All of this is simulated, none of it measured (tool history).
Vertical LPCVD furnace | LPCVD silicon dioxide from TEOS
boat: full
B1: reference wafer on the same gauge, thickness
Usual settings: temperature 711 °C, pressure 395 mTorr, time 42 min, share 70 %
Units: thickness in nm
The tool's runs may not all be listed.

run 1 day=0 | temperature=711 pressure=395 time=42 share=70 | B1=523.56 | thickness=491.21
run 2 day=2.396 | temperature=711 pressure=395 time=42 share=70 | B1=522.46 | thickness=489.12
run 3 day=3.729 | temperature=711 pressure=395 time=42 share=70 | B1=523.04 | thickness=492.26
run 4 day=8.762 | temperature=711 pressure=395 time=42 share=70 | B1=523.89 | thickness=491.62
run 5 day=15.746 | temperature=711 pressure=395 time=42 share=70 | B1=523 | thickness=490.2
run 6 day=17.071 | temperature=711 pressure=395 time=42 share=70 | B1=523.01 | thickness=496.4
-- day=17.967 gauge calibrated
-- day=18.604 pressure gauge zeroed
run 7 day=19.538 | temperature=711 pressure=395 time=42 share=70 | B1=523.17 | thickness=494.68
-- day=20.742 TEOS flow controller replaced
run 8 day=21.846 | temperature=711 pressure=395 time=42 share=70 | B1=523 | thickness=491.28
run 9 day=23.496 | temperature=711 pressure=395 time=42 share=70 | B1=522.95 | thickness=495.8
run 10 day=25.733 | temperature=711 pressure=395 time=42 share=70 | B1=523.28 | thickness=498.25
-- day=29.421 thermocouples replaced and temperature profile calibrated
run 11 day=29.442 | temperature=711 pressure=350 time=37.5 share=70 | B1=523.53 | thickness=399.09
run 12 day=31.358 | temperature=716 pressure=305 time=27 share=79 | B1=523.2 | thickness=318.69
run 13 day=33.929 | temperature=705 pressure=320 time=42 share=75 | B1=521.92 | thickness=384.29
run 14 day=35 | temperature=711 pressure=320 time=42 share=70 | B1=522.8 | thickness=428.23
run 15 day=41.65 | temperature=711 pressure=395 time=42 share=70 | B1=523.94 | thickness=473.44
run 16 day=43.817 | temperature=715 pressure=345 time=42 share=70 | B1=522.31 | thickness=489.31
run 17 day=46.5 | temperature=705 pressure=395 time=31.5 share=61 | B1=523.25 | thickness=290.94
run 18 day=47.538 | temperature=711 pressure=395 time=50 share=70 | B1=523.95 | thickness=571.52

Forecast each of these 4 alternatives for the next run:
run A day=47.762 | temperature=711 pressure=395 time=42 share=70 | B1=? | thickness=?
run B day=47.762 | temperature=711 pressure=470 time=52.5 share=70 | B1=? | thickness=?
run C day=47.762 | temperature=711 pressure=345 time=42 share=70 | B1=? | thickness=?
run D day=47.762 | temperature=711 pressure=370 time=35 share=76 | B1=? | thickness=?

run=A B1=523.59 thickness=476.55
run=B B1=523.59 thickness=649.78
run=C B1=523.59 thickness=445.36
run=D B1=523.59 thickness=400.48
Without the tool's hidden state the same runs would have given:
run=A thickness=472.25
run=B thickness=643.92
run=C thickness=441.35
run=D thickness=396.87

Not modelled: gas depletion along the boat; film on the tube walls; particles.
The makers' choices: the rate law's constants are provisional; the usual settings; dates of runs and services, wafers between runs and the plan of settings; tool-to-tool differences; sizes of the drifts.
